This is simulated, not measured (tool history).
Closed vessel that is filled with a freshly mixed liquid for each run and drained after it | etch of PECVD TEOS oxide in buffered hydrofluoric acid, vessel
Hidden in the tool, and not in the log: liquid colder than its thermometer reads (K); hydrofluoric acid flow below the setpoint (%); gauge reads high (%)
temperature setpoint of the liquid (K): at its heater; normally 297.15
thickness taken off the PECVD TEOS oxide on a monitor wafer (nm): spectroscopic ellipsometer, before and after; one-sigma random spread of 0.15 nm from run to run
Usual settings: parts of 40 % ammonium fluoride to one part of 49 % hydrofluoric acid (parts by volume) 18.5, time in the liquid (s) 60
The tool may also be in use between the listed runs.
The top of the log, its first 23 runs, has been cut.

run,hour,temperature setpoint of the liquid (K),parts of 40 % ammonium fluoride to one part of 49 % hydrofluoric acid (parts by volume),time in the liquid (s),wafers since the last listed run,hours since the thermometer was replaced,hours since the hydrofluoric acid flow meter was replaced,hours since the gauge calibration,"read-back film thickness of the PECVD TEOS oxide reference wafer, read on the same gauge (nm)",thickness taken off the PECVD TEOS oxide on a monitor wafer (nm)
24,323.4,297.15,18.5,35,1057,32.5,22.8,161.2,30.00,25.62
25,336.4,293.15,11.5,70,1617,45.5,35.8,174.2,30.02,65.30
26,344.8,297.15,18.5,60,1045,53.9,44.2,182.6,30.04,43.91
27,359.7,297.15,18.5,35,1854,68.8,59.1,197.5,30.01,25.70
28,368.7,301.65,12.5,50,1119,77.8,68.1,206.5,30.01,68.30
29,383.6,298.65,15.0,95,1854,92.7,83.0,221.4,29.95,92.54
30,396.4,297.15,18.5,60,1592,105.5,95.8,234.2,29.98,43.70
31,407.0,297.15,18.5,75,1319,116.1,106.4,244.8,30.00,54.70

Here are 3 independent what-if runs from the current tool condition. What would each one return?
A,407.7,294.15,18.5,60,87,116.8,107.1,245.5,?,?
B,407.7,297.15,16.5,85,87,116.8,107.1,245.5,?,?
C,407.7,298.65,12.5,85,87,116.8,107.1,245.5,?,?

run,"read-back film thickness of the PECVD TEOS oxide reference wafer, read on the same gauge (nm)",thickness taken off the PECVD TEOS oxide on a monitor wafer (nm)
A,29.96,37.18
B,29.96,69.58
C,29.96,99.14
With no hidden state in the tool, these same runs would have given:
run,thickness taken off the PECVD TEOS oxide on a monitor wafer (nm)
A,37.43
B,70.05
C,99.80
